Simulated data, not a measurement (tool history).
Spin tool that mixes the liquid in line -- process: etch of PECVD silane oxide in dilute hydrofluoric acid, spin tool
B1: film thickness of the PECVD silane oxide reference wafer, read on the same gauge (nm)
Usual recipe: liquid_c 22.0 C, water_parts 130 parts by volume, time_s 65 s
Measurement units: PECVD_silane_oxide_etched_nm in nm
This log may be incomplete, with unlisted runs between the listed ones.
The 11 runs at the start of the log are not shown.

run 12 hour=131.7 | liquid_c=22.0 water_parts=130 time_s=65 | B1=60.01 | PECVD_silane_oxide_etched_nm=14.73
-- hour=139.5 gauge calibrated
run 13 hour=149.7 | liquid_c=22.0 water_parts=95 time_s=65 | B1=60.01 | PECVD_silane_oxide_etched_nm=21.12
run 14 hour=160.8 | liquid_c=22.0 water_parts=95 time_s=65 | B1=60.02 | PECVD_silane_oxide_etched_nm=21.08
run 15 hour=177.0 | liquid_c=18.5 water_parts=80 time_s=95 | B1=59.98 | PECVD_silane_oxide_etched_nm=32.15
run 16 hour=186.8 | liquid_c=25.5 water_parts=70 time_s=35 | B1=59.98 | PECVD_silane_oxide_etched_nm=18.04
run 17 hour=201.3 | liquid_c=25.0 water_parts=85 time_s=50 | B1=60.01 | PECVD_silane_oxide_etched_nm=20.28
run 18 hour=236.5 | liquid_c=26.0 water_parts=130 time_s=100 | B1=59.99 | PECVD_silane_oxide_etched_nm=25.70
run 19 hour=253.5 | liquid_c=18.5 water_parts=130 time_s=80 | B1=59.99 | PECVD_silane_oxide_etched_nm=15.40
run 20 hour=287.1 | liquid_c=22.0 water_parts=130 time_s=65 | B1=59.99 | PECVD_silane_oxide_etched_nm=14.22
run 21 hour=304.6 | liquid_c=22.0 water_parts=130 time_s=65 | B1=60.00 | PECVD_silane_oxide_etched_nm=14.29
run 22 hour=315.9 | liquid_c=19.0 water_parts=170 time_s=65 | B1=59.98 | PECVD_silane_oxide_etched_nm=9.32
-- hour=330.1 hydrofluoric acid flow meter replaced
run 23 hour=332.1 | liquid_c=22.0 water_parts=85 time_s=65 | B1=60.00 | PECVD_silane_oxide_etched_nm=24.95
run 24 hour=340.8 | liquid_c=22.0 water_parts=150 time_s=65 | B1=60.00 | PECVD_silane_oxide_etched_nm=13.15
run 25 hour=356.9 | liquid_c=22.0 water_parts=130 time_s=65 | B1=60.02 | PECVD_silane_oxide_etched_nm=15.39
run 26 hour=370.7 | liquid_c=22.0 water_parts=130 time_s=65 | B1=59.99 | PECVD_silane_oxide_etched_nm=15.39
run 27 hour=378.7 | liquid_c=22.0 water_parts=130 time_s=65 | B1=60.02 | PECVD_silane_oxide_etched_nm=15.53
run 28 hour=392.9 | liquid_c=18.5 water_parts=130 time_s=45 | B1=59.98 | PECVD_silane_oxide_etched_nm=9.37
run 29 hour=427.9 | liquid_c=22.0 water_parts=130 time_s=65 | B1=59.99 | PECVD_silane_oxide_etched_nm=15.30
run 30 hour=442.7 | liquid_c=18.0 water_parts=155 time_s=45 | B1=60.01 | PECVD_silane_oxide_etched_nm=7.49
run 31 hour=449.6 | liquid_c=22.0 water_parts=70 time_s=65 | B1=60.01 | PECVD_silane_oxide_etched_nm=30.50
run 32 hour=460.1 | liquid_c=19.0 water_parts=115 time_s=65 | B1=60.01 | PECVD_silane_oxide_etched_nm=15.63

Forecast each of these 5 alternatives for the next run:
run A hour=460.5 | liquid_c=22.0 water_parts=130 time_s=65 | B1=? | PECVD_silane_oxide_etched_nm=?
run B hour=460.5 | liquid_c=19.5 water_parts=190 time_s=65 | B1=? | PECVD_silane_oxide_etched_nm=?
run C hour=460.5 | liquid_c=22.0 water_parts=110 time_s=65 | B1=? | PECVD_silane_oxide_etched_nm=?
run D hour=460.5 | liquid_c=22.0 water_parts=130 time_s=30 | B1=? | PECVD_silane_oxide_etched_nm=?
run E hour=460.5 | liquid_c=19.5 water_parts=70 time_s=75 | B1=? | PECVD_silane_oxide_etched_nm=?

run=A B1=60.03 PECVD_silane_oxide_etched_nm=15.07
run=B B1=60.03 PECVD_silane_oxide_etched_nm=8.77
run=C B1=60.03 PECVD_silane_oxide_etched_nm=18.22
run=D B1=60.03 PECVD_silane_oxide_etched_nm=6.95
run=E B1=60.03 PECVD_silane_oxide_etched_nm=31.25
What these runs would have given with no unlogged condition in the tool:
run=A PECVD_silane_oxide_etched_nm=15.37
run=B PECVD_silane_oxide_etched_nm=8.95
run=C PECVD_silane_oxide_etched_nm=18.59
run=D PECVD_silane_oxide_etched_nm=7.10
run=E PECVD_silane_oxide_etched_nm=31.85

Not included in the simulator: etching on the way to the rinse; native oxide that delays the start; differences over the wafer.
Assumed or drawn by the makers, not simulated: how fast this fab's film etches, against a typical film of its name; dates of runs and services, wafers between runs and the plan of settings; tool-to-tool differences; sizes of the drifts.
